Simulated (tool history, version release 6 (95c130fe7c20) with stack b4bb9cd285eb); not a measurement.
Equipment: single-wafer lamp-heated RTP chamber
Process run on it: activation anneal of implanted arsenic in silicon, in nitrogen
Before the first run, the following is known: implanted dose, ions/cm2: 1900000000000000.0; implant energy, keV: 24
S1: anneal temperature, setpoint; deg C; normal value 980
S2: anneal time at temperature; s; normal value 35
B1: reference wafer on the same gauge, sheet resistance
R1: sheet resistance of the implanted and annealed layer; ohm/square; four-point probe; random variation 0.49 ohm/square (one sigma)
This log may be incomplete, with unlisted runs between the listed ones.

Run 1, hour 0: usual settings; B1 124.93. Result: R1 106.18 ohm/square.
Run 2, hour 51.7: usual settings; B1 124.9. Result: R1 107.43 ohm/square.
Run 3, hour 136: usual settings; B1 125.19. Result: R1 106.3 ohm/square.
Run 4, hour 209.8: usual settings but S1 994 deg C; B1 124.95. Result: R1 100.83 ohm/square.
Run 5, hour 249.5: usual settings but S1 994 deg C; B1 125.29. Result: R1 99.49 ohm/square.
Run 6, hour 295.4: usual settings but S1 994 deg C; B1 125.18. Result: R1 100.14 ohm/square.
At hour 321.9: reflector plate cleaned.
Run 7, hour 349.4: usual settings but S1 960 deg C; B1 125.06. Result: R1 112.69 ohm/square.
Run 8, hour 440.8: usual settings but S1 960 deg C; B1 125.07. Result: R1 112.71 ohm/square.
Run 9, hour 521.6: usual settings; B1 124.79. Result: R1 103.98 ohm/square.
At hour 580.6: pyrometer window cleaned and pyrometer calibrated.
Run 10, hour 594.3: usual settings; B1 125. Result: R1 104.75 ohm/square.
Run 11, hour 698.7: usual settings but S1 990 deg C; B1 125.11. Result: R1 99.45 ohm/square.
Run 12, hour 799.2: usual settings but S1 990 deg C; B1 125.08. Result: R1 98.89 ohm/square.
Run 13, hour 871.7: usual settings but S2 45 s; B1 124.89. Result: R1 99.49 ohm/square.
Run 14, hour 927.3: usual settings but S2 45 s; B1 125.15. Result: R1 99.83 ohm/square.
Run 15, hour 995: usual settings but S1 1003 deg C; B1 124.93. Result: R1 93.22 ohm/square.
Run 16, hour 1036.7: usual settings but S1 960 deg C; B1 125.09. Result: R1 111.99 ohm/square.
At hour 1103.9: gauge calibrated.
Run 17, hour 1121.1: usual settings; B1 124.73. Result: R1 102.06 ohm/square.
Run 18, hour 1161: usual settings but S1 1004 deg C, S2 22 s; B1 125.05. Result: R1 99.04 ohm/square.
At hour 1192: reflector plate cleaned, repeated, since the last time left the tool worse.
Run 19, hour 1261.8: usual settings but S1 966 deg C, S2 21 s; B1 125.14. Result: R1 120.08 ohm/square.
At hour 1331.8: pyrometer window cleaned and pyrometer calibrated.
Run 20, hour 1354: usual settings but S1 999 deg C, S2 20 s; B1 125.1. Result: R1 105.74 ohm/square.
Run 21, hour 1425.8: usual settings but S1 989 deg C, S2 45 s; B1 124.98. Result: R1 99.16 ohm/square.
Run 22, hour 1637.9: usual settings but S1 988 deg C, S2 44 s; B1 124.74. Result: R1 100.6 ohm/square.
Run 23, hour 1742.1: usual settings but S2 55 s; B1 124.77. Result: R1 99.65 ohm/square.
At hour 1925.9: reflector plate cleaned.
Run 24, hour 1936.7: usual settings but S2 40 s; B1 125.05. Result: R1 106.32 ohm/square.
Run 25, hour 2000.4: usual settings but S2 15 s; B1 124.97. Result: R1 118.33 ohm/square.
At hour 2043.1: pyrometer window cleaned and pyrometer calibrated.
Run 26, hour 2049.3: usual settings but S2 21 s; B1 125.13. Result: R1 113.63 ohm/square.
Run 27, hour 2157.2: usual settings but S1 971 deg C, S2 22 s; B1 124.96. Result: R1 116.05 ohm/square.
Run 28, hour 2234.2: usual settings; B1 124.92. Result: R1 106.84 ohm/square.
Run 29, hour 2334.9: usual settings but S1 951 deg C, S2 20 s; B1 124.93. Result: R1 126.09 ohm/square.
Run 30, hour 2387.7: usual settings; B1 124.99. Result: R1 106.07 ohm/square.
Run 31, hour 2439: usual settings but S1 962 deg C; B1 124.88. Result: R1 113.93 ohm/square.
Run 32, hour 2527.2: usual settings; B1 124.92. Result: R1 105.47 ohm/square.
Run 33, hour 2586.2: usual settings; B1 125.07. Result: R1 105.25 ohm/square.
Run 34, hour 2656.4: usual settings but S1 1003 deg C, S2 14 s; B1 124.98. Result: R1 107.78 ohm/square.
At hour 2714.6: reflector plate cleaned.
Run 35, hour 2746.8: usual settings; B1 125.01. Result: R1 106.49 ohm/square.
Run 36, hour 2806.7: usual settings but S1 961 deg C; B1 124.99. Result: R1 115.75 ohm/square.
At hour 2847.6: pyrometer window cleaned and pyrometer calibrated.
Run 37, hour 2861.7: usual settings but S2 24 s; B1 125.1. Result: R1 112.43 ohm/square.

Each row is a separate what-if for the run after 37, all from the same tool condition, not one after another. Results?
Run A, hour 2862.1: usual settings but S1 963 deg C; B1 ?. Result: R1 ?.
Run B, hour 2862.1: usual settings but S1 958 deg C, S2 47 s; B1 ?. Result: R1 ?.
Run C, hour 2862.1: usual settings but S1 969 deg C; B1 ?. Result: R1 ?.

run      B1      R1
  A  124.96  113.99
  B  124.96  112.55
  C  124.96  111.29
Without the tool's unlogged condition, the same runs would have read:
run      R1
  A  114.35
  B  112.92
  C  111.63

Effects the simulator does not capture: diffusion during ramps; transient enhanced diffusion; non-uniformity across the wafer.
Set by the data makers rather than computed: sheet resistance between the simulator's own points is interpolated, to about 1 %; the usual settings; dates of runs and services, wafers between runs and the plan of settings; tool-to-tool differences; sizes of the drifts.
